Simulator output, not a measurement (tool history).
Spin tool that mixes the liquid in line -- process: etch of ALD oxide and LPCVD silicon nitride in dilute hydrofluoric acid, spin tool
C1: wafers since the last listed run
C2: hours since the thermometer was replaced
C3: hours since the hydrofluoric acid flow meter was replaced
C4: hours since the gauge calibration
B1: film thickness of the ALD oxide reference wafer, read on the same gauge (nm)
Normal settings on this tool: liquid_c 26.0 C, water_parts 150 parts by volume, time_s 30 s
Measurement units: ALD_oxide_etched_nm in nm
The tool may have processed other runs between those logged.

{"run": 1, "hour": 0.0, "liquid_c": 26.0, "water_parts": 150, "time_s": 35, "C1": 0, "C2": 1431.2, "C3": 1478.9, "C4": 154.2, "B1": 109.99, "ALD_oxide_etched_nm": 6.86}
{"run": 2, "hour": 19.4, "liquid_c": 26.0, "water_parts": 150, "time_s": 35, "C1": 301, "C2": 1450.6, "C3": 1498.3, "C4": 173.6, "B1": 109.99, "ALD_oxide_etched_nm": 6.86}
{"run": 3, "hour": 39.1, "liquid_c": 26.0, "water_parts": 150, "time_s": 30, "C1": 306, "C2": 1470.3, "C3": 1518.0, "C4": 193.3, "B1": 109.99, "ALD_oxide_etched_nm": 5.82}
{"run": 4, "hour": 59.5, "liquid_c": 26.0, "water_parts": 150, "time_s": 30, "C1": 316, "C2": 1490.7, "C3": 1538.4, "C4": 213.7, "B1": 109.99, "ALD_oxide_etched_nm": 5.9}
{"run": 5, "hour": 90.2, "liquid_c": 26.0, "water_parts": 150, "time_s": 30, "C1": 476, "C2": 1521.4, "C3": 1569.1, "C4": 244.4, "B1": 110.01, "ALD_oxide_etched_nm": 5.83}
{"run": 6, "hour": 118.7, "liquid_c": 25.0, "water_parts": 105, "time_s": 30, "C1": 442, "C2": 1549.9, "C3": 1597.6, "C4": 272.9, "B1": 110.01, "ALD_oxide_etched_nm": 8.51}
{"hour": 120.5, "done": "gauge calibrated"}
{"run": 7, "hour": 153.7, "liquid_c": 25.0, "water_parts": 105, "time_s": 30, "C1": 543, "C2": 1584.9, "C3": 1632.6, "C4": 33.2, "B1": 110.02, "ALD_oxide_etched_nm": 8.59}
{"hour": 177.1, "done": "hydrofluoric acid flow meter replaced"}
{"run": 8, "hour": 187.9, "liquid_c": 26.0, "water_parts": 150, "time_s": 30, "C1": 515, "C2": 1619.1, "C3": 10.8, "C4": 67.4, "B1": 110.01, "ALD_oxide_etched_nm": 5.89}
{"run": 9, "hour": 216.9, "liquid_c": 26.0, "water_parts": 150, "time_s": 30, "C1": 450, "C2": 1648.1, "C3": 39.8, "C4": 96.4, "B1": 109.97, "ALD_oxide_etched_nm": 5.88}
{"run": 10, "hour": 242.8, "liquid_c": 26.0, "water_parts": 150, "time_s": 30, "C1": 402, "C2": 1674.0, "C3": 65.7, "C4": 122.3, "B1": 110.0, "ALD_oxide_etched_nm": 5.89}
{"run": 11, "hour": 278.7, "liquid_c": 26.0, "water_parts": 150, "time_s": 30, "C1": 557, "C2": 1709.9, "C3": 101.6, "C4": 158.2, "B1": 109.99, "ALD_oxide_etched_nm": 5.87}
{"run": 12, "hour": 291.6, "liquid_c": 30.5, "water_parts": 210, "time_s": 20, "C1": 200, "C2": 1722.8, "C3": 114.5, "C4": 171.1, "B1": 109.98, "ALD_oxide_etched_nm": 3.07}
{"run": 13, "hour": 310.8, "liquid_c": 23.0, "water_parts": 225, "time_s": 35, "C1": 298, "C2": 1742.0, "C3": 133.7, "C4": 190.3, "B1": 109.98, "ALD_oxide_etched_nm": 3.74}
{"hour": 319.4, "done": "thermometer replaced"}
{"hour": 344.6, "done": "gauge calibrated"}
{"run": 14, "hour": 344.6, "liquid_c": 26.0, "water_parts": 150, "time_s": 40, "C1": 509, "C2": 25.2, "C3": 167.5, "C4": 0.0, "B1": 109.99, "ALD_oxide_etched_nm": 7.81}
{"run": 15, "hour": 361.4, "liquid_c": 26.0, "water_parts": 220, "time_s": 40, "C1": 261, "C2": 42.0, "C3": 184.3, "C4": 16.8, "B1": 110.0, "ALD_oxide_etched_nm": 4.93}
{"run": 16, "hour": 380.8, "liquid_c": 30.5, "water_parts": 190, "time_s": 30, "C1": 301, "C2": 61.4, "C3": 203.7, "C4": 36.2, "B1": 109.99, "ALD_oxide_etched_nm": 5.2}
{"run": 17, "hour": 397.2, "liquid_c": 26.0, "water_parts": 150, "time_s": 30, "C1": 254, "C2": 77.8, "C3": 220.1, "C4": 52.6, "B1": 110.01, "ALD_oxide_etched_nm": 5.89}
{"run": 18, "hour": 422.0, "liquid_c": 26.0, "water_parts": 220, "time_s": 40, "C1": 385, "C2": 102.6, "C3": 244.9, "C4": 77.4, "B1": 109.99, "ALD_oxide_etched_nm": 4.91}
{"run": 19, "hour": 450.0, "liquid_c": 26.0, "water_parts": 220, "time_s": 40, "C1": 435, "C2": 130.6, "C3": 272.9, "C4": 105.4, "B1": 110.0, "ALD_oxide_etched_nm": 4.88}
{"run": 20, "hour": 462.6, "liquid_c": 24.5, "water_parts": 170, "time_s": 50, "C1": 195, "C2": 143.2, "C3": 285.5, "C4": 118.0, "B1": 110.0, "ALD_oxide_etched_nm": 7.95}
{"run": 21, "hour": 484.6, "liquid_c": 26.0, "water_parts": 150, "time_s": 20, "C1": 341, "C2": 165.2, "C3": 307.5, "C4": 140.0, "B1": 110.0, "ALD_oxide_etched_nm": 3.91}

Branching from run 21: 3 alternative next runs. What would each branch give?
{"run": "A", "hour": 485.0, "liquid_c": 26.0, "water_parts": 150, "time_s": 45, "C1": 6, "C2": 165.6, "C3": 307.9, "C4": 140.4, "B1": "?", "ALD_oxide_etched_nm": "?"}
{"run": "B", "hour": 485.0, "liquid_c": 23.5, "water_parts": 150, "time_s": 30, "C1": 6, "C2": 165.6, "C3": 307.9, "C4": 140.4, "B1": "?", "ALD_oxide_etched_nm": "?"}
{"run": "C", "hour": 485.0, "liquid_c": 22.5, "water_parts": 150, "time_s": 30, "C1": 6, "C2": 165.6, "C3": 307.9, "C4": 140.4, "B1": "?", "ALD_oxide_etched_nm": "?"}

run=A B1=110.00 ALD_oxide_etched_nm=8.81
run=B B1=110.00 ALD_oxide_etched_nm=5.34
run=C B1=110.00 ALD_oxide_etched_nm=5.14
Stripped of hidden state, with their random variation kept, the same runs would have yielded:
run=A ALD_oxide_etched_nm=8.81
run=B ALD_oxide_etched_nm=5.34
run=C ALD_oxide_etched_nm=5.14
